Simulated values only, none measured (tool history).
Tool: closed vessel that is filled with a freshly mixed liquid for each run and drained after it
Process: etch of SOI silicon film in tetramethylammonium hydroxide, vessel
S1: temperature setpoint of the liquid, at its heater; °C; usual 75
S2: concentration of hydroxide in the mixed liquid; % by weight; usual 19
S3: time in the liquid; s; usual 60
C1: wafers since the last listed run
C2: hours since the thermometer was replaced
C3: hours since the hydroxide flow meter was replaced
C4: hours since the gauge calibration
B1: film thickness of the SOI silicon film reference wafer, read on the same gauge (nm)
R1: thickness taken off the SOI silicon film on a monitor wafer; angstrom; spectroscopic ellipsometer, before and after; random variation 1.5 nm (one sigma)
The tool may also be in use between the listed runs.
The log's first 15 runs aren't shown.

run 16 hour=187.6 | S1=75 S2=19 S3=60 | C1=1502 C2=44.1 C3=32.4 C4=142.2 | B1=89.98 | R1=4701.1
run 17 hour=199 | S1=69.5 S2=19 S3=85 | C1=1392 C2=55.5 C3=43.8 C4=153.6 | B1=90.01 | R1=4856.3
run 18 hour=211 | S1=68 S2=14 S3=90 | C1=1466 C2=67.5 C3=55.8 C4=165.6 | B1=90.03 | R1=5321.4
run 19 hour=224 | S1=80 S2=22 S3=60 | C1=1588 C2=80.5 C3=68.8 C4=178.6 | B1=89.98 | R1=5824.6
run 20 hour=230.5 | S1=68.5 S2=14 S3=30 | C1=794 C2=87 C3=75.3 C4=185.1 | B1=90.02 | R1=1823.7
run 21 hour=245.7 | S1=71 S2=15 S3=80 | C1=1857 C2=102.2 C3=90.5 C4=200.3 | B1=90.02 | R1=5441.1
run 22 hour=262.2 | S1=79 S2=16 S3=40 | C1=2016 C2=118.7 C3=107 C4=216.8 | B1=89.99 | R1=4200.1
run 23 hour=271.8 | S1=71.5 S2=17 S3=60 | C1=1172 C2=128.3 C3=116.6 C4=226.4 | B1=89.98 | R1=4024.2
run 24 hour=280.4 | S1=71.5 S2=14 S3=35 | C1=1050 C2=136.9 C3=125.2 C4=235 | B1=90.01 | R1=2538.2
run 25 hour=292 | S1=70.5 S2=19 S3=40 | C1=1417 C2=148.5 C3=136.8 C4=246.6 | B1=89.99 | R1=2407.7
run 26 hour=301.1 | S1=82 S2=19 S3=35 | C1=1111 C2=157.6 C3=145.9 C4=255.7 | B1=89.99 | R1=4059.7
run 27 hour=308.9 | S1=70 S2=16.5 S3=40 | C1=953 C2=165.4 C3=153.7 C4=263.5 | B1=90.01 | R1=2484.2
-- hour=319.9 gauge calibrated
run 28 hour=324.9 | S1=75 S2=17.5 S3=85 | C1=1954 C2=181.4 C3=169.7 C4=5 | B1=89.96 | R1=6843.4
run 29 hour=340.9 | S1=78 S2=19 S3=85 | C1=1954 C2=197.4 C3=185.7 C4=21 | B1=89.97 | R1=7928.9
run 30 hour=358.8 | S1=71 S2=19 S3=30 | C1=2187 C2=215.3 C3=203.6 C4=38.9 | B1=89.99 | R1=1867
run 31 hour=374.2 | S1=75 S2=22.5 S3=60 | C1=1881 C2=230.7 C3=219 C4=54.3 | B1=89.99 | R1=4274.2
run 32 hour=390.6 | S1=68 S2=17 S3=85 | C1=2003 C2=247.1 C3=235.4 C4=70.7 | B1=90.05 | R1=4639
run 33 hour=398.5 | S1=75 S2=19 S3=60 | C1=965 C2=255 C3=243.3 C4=78.6 | B1=89.98 | R1=4703.3
run 34 hour=410.3 | S1=75 S2=23 S3=80 | C1=1441 C2=266.8 C3=255.1 C4=90.4 | B1=89.97 | R1=5564.2

4 ways to go on from here, each from the tool as it stands after run 34. What would each give?
run A hour=411 | S1=75 S2=19 S3=60 | C1=85 C2=267.5 C3=255.8 C4=91.1 | B1=? | R1=?
run B hour=411 | S1=80 S2=14.5 S3=40 | C1=85 C2=267.5 C3=255.8 C4=91.1 | B1=? | R1=?
run C hour=411 | S1=69 S2=23.5 S3=60 | C1=85 C2=267.5 C3=255.8 C4=91.1 | B1=? | R1=?
run D hour=411 | S1=81.5 S2=19 S3=40 | C1=85 C2=267.5 C3=255.8 C4=91.1 | B1=? | R1=?

run=A B1=90.02 R1=4724.5
run=B B1=90.02 R1=4641.7
run=C B1=90.02 R1=2881.9
run=D B1=90.02 R1=4532.2
Without the tool's hidden state the same runs would have given:
run=A R1=4724.5
run=B R1=4641.7
run=C R1=2881.9
run=D R1=4532.2
